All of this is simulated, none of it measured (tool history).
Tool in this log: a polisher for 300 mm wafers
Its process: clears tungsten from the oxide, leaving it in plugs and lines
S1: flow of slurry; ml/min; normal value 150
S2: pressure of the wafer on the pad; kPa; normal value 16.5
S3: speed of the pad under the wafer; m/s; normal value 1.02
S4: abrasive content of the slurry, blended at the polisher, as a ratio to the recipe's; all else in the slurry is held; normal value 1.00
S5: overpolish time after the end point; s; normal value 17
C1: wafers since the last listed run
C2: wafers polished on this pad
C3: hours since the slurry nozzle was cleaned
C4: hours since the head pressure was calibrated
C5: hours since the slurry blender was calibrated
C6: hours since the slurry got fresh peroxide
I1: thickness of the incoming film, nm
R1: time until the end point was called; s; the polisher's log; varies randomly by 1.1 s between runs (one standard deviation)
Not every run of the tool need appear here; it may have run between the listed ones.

run    hour   S1    S2    S3    S4  S5    C1    C2     C3      C4     C5     C6     I1     R1
  1     0.0  150  16.5  1.02  1.00  17     0   544  289.2   450.6  305.5  127.9  443.8  128.4
  2    41.4  150  16.5  1.02  1.00  17   335   880  330.6   492.0  346.9  169.3  445.2  129.3
  3   132.1  150  16.5  1.02  1.15  17   735  1616  421.3   582.7  437.6  260.0  455.4  131.5
      159.8  -- slurry nozzle cleaned
  4   191.0  150  16.5  1.02  1.00  17   469  2085   31.2   641.6  496.5  318.9  452.4  133.7
      233.7  -- slurry blender recalibrated
  5   288.8  150  16.5  1.02  1.00  17   777  2863  129.0   739.4   55.1  416.7  445.9  131.6
      352.9  -- slurry tank refilled with fresh slurry and peroxide
  6   375.5  150  16.5  1.02  1.00  17   695  3558  215.7   826.1  141.8   22.6  450.6  123.2
      416.1  -- worn pad replaced by a new one
  7   445.9  150  16.5  1.02  1.00  17   538   241  286.1   896.5  212.2   93.0  451.5  127.6
  8   538.4  150  13.1  1.12  1.30  17   750   992  378.6   989.0  304.7  185.5  447.1  140.0
  9   581.7  150  22.1  1.18  1.00  17   351  1343  421.9  1032.3  348.0  228.8  453.7   90.1
 10   648.0  150  16.5  1.02  1.00  17   537  1881  488.2  1098.6  414.3  295.1  455.0  139.6
 11   701.6  150  16.5  1.20  1.00  17   434  2315  541.8  1152.2  467.9  348.7  452.8  121.2
      728.2  -- slurry blender recalibrated
      764.1  -- slurry nozzle cleaned
 12   777.7  150  21.4  1.02  1.00  14   593  2908   13.6  1228.3   49.5  424.8  450.2  102.0
      838.7  -- slurry tank refilled with fresh slurry and peroxide
 13   986.3  150  16.5  1.02  1.00  17  1684  4593  222.2  1436.9  258.1  147.6  443.7  125.2
     1016.5  -- worn pad replaced by a new one
     1076.9  -- head pressure recalibrated
 14  1079.5  150  15.2  1.02  1.00  17   707   494  315.4     2.6  351.3  240.8  448.1  141.6
 15  1124.6  150  16.5  1.02  1.15  17   365   860  360.5    47.7  396.4  285.9  452.5  129.7
     1184.2  -- slurry blender recalibrated
 16  1190.8  150  12.4  1.02  0.70  17   520  1381  426.7   113.9    6.6  352.1  452.4  195.5
 17  1233.3  195  20.7  0.92  1.00  27   344  1726  469.2   156.4   49.1  394.6  450.0  118.1
 18  1330.0  150  16.5  1.02  1.00  17   784  2510  565.9   253.1  145.8  491.3  453.3  140.5
     1337.5  -- slurry nozzle cleaned
 19  1412.6  150  16.5  1.02  1.00  17   661  3172   75.1   335.7  228.4  573.9  443.3  130.7
     1414.4  -- slurry tank refilled with fresh slurry and peroxide
 20  1483.9  150  16.5  1.02  1.00  17   570  3742  146.4   407.0  299.7   69.5  454.0  129.2
     1503.9  -- worn pad replaced by a new one
 21  1533.7  150  20.0  1.02  0.90  17   371   241  196.2   456.8  349.5  119.3  452.2  112.1
 22  1573.6  150  16.5  1.02  1.00  25   323   565  236.1   496.7  389.4  159.2  444.9  130.1
 23  1631.1  150  16.5  1.34  1.00  21   466  1031  293.6   554.2  446.9  216.7  449.3  104.6
 24  1736.7  150  16.5  1.02  1.00  12   856  1888  399.2   659.8  552.5  322.3  449.6  136.1
     1749.1  -- slurry blender recalibrated
     1845.3  -- slurry nozzle cleaned
 25  1849.0  170  16.5  1.02  1.00  17   886  2775    3.7   772.1   99.9  434.6  451.3  130.8

What differs in the tool's unlogged condition from the final listed run ahead of each entry between runs to the first listed run following it?
Runs 3 to 4: slurry nozzle cleaned (hour 159.8)
  slurry flow missing at the pad, %: 26.5 -> 3.74; peroxide lost from the slurry, %: 18.7 -> 20
  measured value less the no-hidden-state value, R1: +14.1 -> +11.7 s
Runs 4 to 5: slurry blender recalibrated (hour 233.7)
  slurry flow missing at the pad, %: 3.74 -> 5.99; peroxide lost from the slurry, %: 20 -> 21.4
  measured value less the no-hidden-state value, R1: +11.7 -> +12.6 s
Runs 5 to 6: slurry tank refilled with fresh slurry and peroxide (hour 352.9)
  slurry flow missing at the pad, %: 5.99 -> 10.3; peroxide lost from the slurry, %: 21.4 -> 3.74
  measured value less the no-hidden-state value, R1: +12.6 -> +3.2 s
Runs 6 to 7: worn pad replaced by a new one (hour 416.1)
  slurry flow missing at the pad, %: 10.3 -> 15.4; peroxide lost from the slurry, %: 3.74 -> 9.71
  measured value less the no-hidden-state value, R1: +3.2 -> +7.0 s
Runs 11 to 12: slurry blender recalibrated (hour 728.2); slurry nozzle cleaned (hour 764.1)
  slurry flow missing at the pad, %: 45.9 -> 0.731; peroxide lost from the slurry, %: 19 -> 20
  measured value less the no-hidden-state value, R1: +16.6 -> +8.6 s
Runs 12 to 13: slurry tank refilled with fresh slurry and peroxide (hour 838.7)
  slurry flow missing at the pad, %: 0.731 -> 7.81; peroxide lost from the slurry, %: 20 -> 13.1
  measured value less the no-hidden-state value, R1: +8.6 -> +7.6 s
Runs 13 to 14: worn pad replaced by a new one (hour 1016.5); head pressure recalibrated (hour 1076.9)
  slurry flow missing at the pad, %: 7.81 -> 15; peroxide lost from the slurry, %: 13.1 -> 16.8
  measured value less the no-hidden-state value, R1: +7.6 -> +12.0 s
Runs 15 to 16: slurry blender recalibrated (hour 1184.2)
  slurry flow missing at the pad, %: 19.4 -> 26.9; peroxide lost from the slurry, %: 18 -> 19.2
  measured value less the no-hidden-state value, R1: +12.3 -> +21.4 s
Runs 18 to 19: slurry nozzle cleaned (hour 1337.5)
  slurry flow missing at the pad, %: 46.8 -> 6.61; peroxide lost from the slurry, %: 20.7 -> 21.2
  measured value less the no-hidden-state value, R1: +20.4 -> +12.5 s
Runs 19 to 20: slurry tank refilled with fresh slurry and peroxide (hour 1414.4)
  slurry flow missing at the pad, %: 6.61 -> 8.88; peroxide lost from the slurry, %: 21.2 -> 8.88
  measured value less the no-hidden-state value, R1: +12.5 -> +5.7 s
Runs 20 to 21: worn pad replaced by a new one (hour 1503.9)
  slurry flow missing at the pad, %: 8.88 -> 11.3; peroxide lost from the slurry, %: 8.88 -> 12.3
  measured value less the no-hidden-state value, R1: +5.7 -> +6.9 s
Runs 24 to 25: slurry blender recalibrated (hour 1749.1); slurry nozzle cleaned (hour 1845.3)
  slurry flow missing at the pad, %: 28.7 -> 2.3; peroxide lost from the slurry, %: 19.4 -> 21
  measured value less the no-hidden-state value, R1: +15.4 -> +11.7 s
